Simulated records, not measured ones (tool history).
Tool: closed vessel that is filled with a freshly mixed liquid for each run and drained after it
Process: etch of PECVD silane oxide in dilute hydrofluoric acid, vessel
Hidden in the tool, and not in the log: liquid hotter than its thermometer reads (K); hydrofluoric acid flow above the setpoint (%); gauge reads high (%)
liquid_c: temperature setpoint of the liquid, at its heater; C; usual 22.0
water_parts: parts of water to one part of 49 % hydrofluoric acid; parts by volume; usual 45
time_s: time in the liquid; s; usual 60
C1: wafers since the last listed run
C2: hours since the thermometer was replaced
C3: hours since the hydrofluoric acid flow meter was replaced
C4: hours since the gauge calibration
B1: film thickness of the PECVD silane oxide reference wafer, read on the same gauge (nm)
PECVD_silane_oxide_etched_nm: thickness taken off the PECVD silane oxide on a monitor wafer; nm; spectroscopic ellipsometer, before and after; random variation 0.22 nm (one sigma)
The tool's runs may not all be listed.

Run 1, day 0.000: usual settings but water_parts 40 parts by volume; C1 0; C2 1817.1; C3 518.4; C4 142.6; B1 70.04. Result: PECVD_silane_oxide_etched_nm 29.45 nm.
Run 2, day 0.550: usual settings; C1 1837; C2 1830.3; C3 531.6; C4 155.8; B1 70.00. Result: PECVD_silane_oxide_etched_nm 26.74 nm.
Run 3, day 0.800: usual settings; C1 835; C2 1836.3; C3 537.6; C4 161.8; B1 69.95. Result: PECVD_silane_oxide_etched_nm 26.41 nm.
Run 4, day 1.379: usual settings; C1 1935; C2 1850.2; C3 551.5; C4 175.7; B1 70.00. Result: PECVD_silane_oxide_etched_nm 25.79 nm.
Run 5, day 2.104: usual settings but water_parts 55 parts by volume; C1 2422; C2 1867.6; C3 568.9; C4 193.1; B1 70.03. Result: PECVD_silane_oxide_etched_nm 21.67 nm.
Run 6, day 2.608: usual settings but water_parts 55 parts by volume; C1 1684; C2 1879.7; C3 581.0; C4 205.2; B1 69.97. Result: PECVD_silane_oxide_etched_nm 21.76 nm.
At day 3.058: thermometer replaced.
Run 7, day 3.329: usual settings but water_parts 55 parts by volume; C1 2269; C2 6.5; C3 598.3; C4 222.5; B1 70.00. Result: PECVD_silane_oxide_etched_nm 21.25 nm.
Run 8, day 3.771: usual settings; C1 1475; C2 17.1; C3 608.9; C4 233.1; B1 70.03. Result: PECVD_silane_oxide_etched_nm 26.59 nm.
Run 9, day 4.292: usual settings; C1 1740; C2 29.6; C3 621.4; C4 245.6; B1 70.02. Result: PECVD_silane_oxide_etched_nm 26.62 nm.
Run 10, day 4.879: usual settings; C1 1963; C2 43.7; C3 635.5; C4 259.7; B1 70.00. Result: PECVD_silane_oxide_etched_nm 26.59 nm.
Run 11, day 5.500: usual settings; C1 2074; C2 58.6; C3 650.4; C4 274.6; B1 69.98. Result: PECVD_silane_oxide_etched_nm 26.60 nm.
Run 12, day 5.829: usual settings; C1 1099; C2 66.5; C3 658.3; C4 282.5; B1 69.99. Result: PECVD_silane_oxide_etched_nm 26.27 nm.
Run 13, day 6.433: usual settings but liquid_c 26.0 C, water_parts 50 parts by volume; C1 2018; C2 81.0; C3 672.8; C4 297.0; B1 70.03. Result: PECVD_silane_oxide_etched_nm 28.25 nm.
Run 14, day 6.779: usual settings but liquid_c 17.5 C, time_s 70 s; C1 1155; C2 89.3; C3 681.1; C4 305.3; B1 70.02. Result: PECVD_silane_oxide_etched_nm 26.04 nm.
Run 15, day 7.529: usual settings but liquid_c 19.5 C, water_parts 60 parts by volume, time_s 30 s; C1 2506; C2 107.3; C3 699.1; C4 323.3; B1 69.99. Result: PECVD_silane_oxide_etched_nm 8.90 nm.
Run 16, day 7.892: usual settings; C1 1211; C2 116.0; C3 707.8; C4 332.0; B1 69.98. Result: PECVD_silane_oxide_etched_nm 26.79 nm.
Run 17, day 8.321: usual settings but liquid_c 24.0 C, time_s 85 s; C1 1434; C2 126.3; C3 718.1; C4 342.3; B1 69.99. Result: PECVD_silane_oxide_etched_nm 41.65 nm.
Run 18, day 8.929: usual settings but liquid_c 25.5 C, water_parts 30 parts by volume, time_s 35 s; C1 2032; C2 140.9; C3 732.7; C4 356.9; B1 70.04. Result: PECVD_silane_oxide_etched_nm 27.71 nm.
At day 10.079: gauge calibrated.
Run 19, day 10.458: usual settings but liquid_c 18.5 C, water_parts 40 parts by volume; C1 5109; C2 177.6; C3 769.4; C4 9.1; B1 70.06. Result: PECVD_silane_oxide_etched_nm 26.42 nm.
Run 20, day 11.146: usual settings but time_s 30 s; C1 2297; C2 194.1; C3 785.9; C4 25.6; B1 70.02. Result: PECVD_silane_oxide_etched_nm 13.49 nm.
At day 11.246: hydrofluoric acid flow meter replaced.
Run 21, day 11.579: usual settings but liquid_c 19.0 C, water_parts 50 parts by volume, time_s 85 s; C1 1308; C2 204.5; C3 8.0; C4 36.0; B1 69.98. Result: PECVD_silane_oxide_etched_nm 26.52 nm.
Run 22, day 13.692: usual settings but liquid_c 18.0 C, water_parts 35 parts by volume, time_s 45 s; C1 7058; C2 255.2; C3 58.7; C4 86.7; B1 70.00. Result: PECVD_silane_oxide_etched_nm 20.04 nm.
Run 23, day 14.254: usual settings but liquid_c 26.0 C, time_s 75 s; C1 1879; C2 268.7; C3 72.2; C4 100.2; B1 70.01. Result: PECVD_silane_oxide_etched_nm 35.81 nm.
Run 24, day 14.733: usual settings but liquid_c 24.0 C; C1 1601; C2 280.2; C3 83.7; C4 111.7; B1 70.00. Result: PECVD_silane_oxide_etched_nm 26.13 nm.
Run 25, day 15.017: usual settings but liquid_c 18.0 C, water_parts 35 parts by volume, time_s 45 s; C1 946; C2 287.0; C3 90.5; C4 118.5; B1 70.04. Result: PECVD_silane_oxide_etched_nm 19.77 nm.
Run 26, day 15.717: usual settings but water_parts 65 parts by volume, time_s 90 s; C1 2338; C2 303.8; C3 107.3; C4 135.3; B1 69.97. Result: PECVD_silane_oxide_etched_nm 24.76 nm.
Run 27, day 16.188: usual settings but liquid_c 17.5 C, time_s 40 s; C1 1573; C2 315.1; C3 118.6; C4 146.6; B1 69.96. Result: PECVD_silane_oxide_etched_nm 13.37 nm.
Run 28, day 16.712: usual settings; C1 1754; C2 327.7; C3 131.2; C4 159.2; B1 70.00. Result: PECVD_silane_oxide_etched_nm 24.34 nm.
Run 29, day 17.088: usual settings; C1 1253; C2 336.7; C3 140.2; C4 168.2; B1 69.98. Result: PECVD_silane_oxide_etched_nm 25.06 nm.
Run 30, day 17.354: usual settings but water_parts 60 parts by volume, time_s 50 s; C1 891; C2 343.1; C3 146.6; C4 174.6; B1 70.00. Result: PECVD_silane_oxide_etched_nm 14.84 nm.
Run 31, day 18.067: usual settings; C1 2380; C2 360.2; C3 163.7; C4 191.7; B1 70.00. Result: PECVD_silane_oxide_etched_nm 24.83 nm.
Run 32, day 18.371: usual settings but water_parts 35 parts by volume; C1 1016; C2 367.5; C3 171.0; C4 199.0; B1 69.99. Result: PECVD_silane_oxide_etched_nm 32.13 nm.
Run 33, day 18.896: usual settings; C1 1754; C2 380.1; C3 183.6; C4 211.6; B1 70.05. Result: PECVD_silane_oxide_etched_nm 24.58 nm.
Run 34, day 19.579: usual settings but liquid_c 18.0 C, water_parts 65 parts by volume, time_s 45 s; C1 2283; C2 396.5; C3 200.0; C4 228.0; B1 69.98. Result: PECVD_silane_oxide_etched_nm 10.58 nm.

3 ways to go on from here, each from the tool as it stands after run 34. What would each give?
Run A, day 19.608: usual settings; C1 97; C2 397.2; C3 200.7; C4 228.7; B1 ?. Result: PECVD_silane_oxide_etched_nm ?.
Run B, day 19.608: usual settings but liquid_c 19.0 C, water_parts 30 parts by volume, time_s 90 s; C1 97; C2 397.2; C3 200.7; C4 228.7; B1 ?. Result: PECVD_silane_oxide_etched_nm ?.
Run C, day 19.608: usual settings but time_s 85 s; C1 97; C2 397.2; C3 200.7; C4 228.7; B1 ?. Result: PECVD_silane_oxide_etched_nm ?.

run     B1  PECVD_silane_oxide_etched_nm
  A  70.01                         25.01
  B  70.01                         50.40
  C  70.01                         35.43
Without the tool's hidden state the same runs would have given:
run  PECVD_silane_oxide_etched_nm
  A                         24.16
  B                         48.71
  C                         34.23
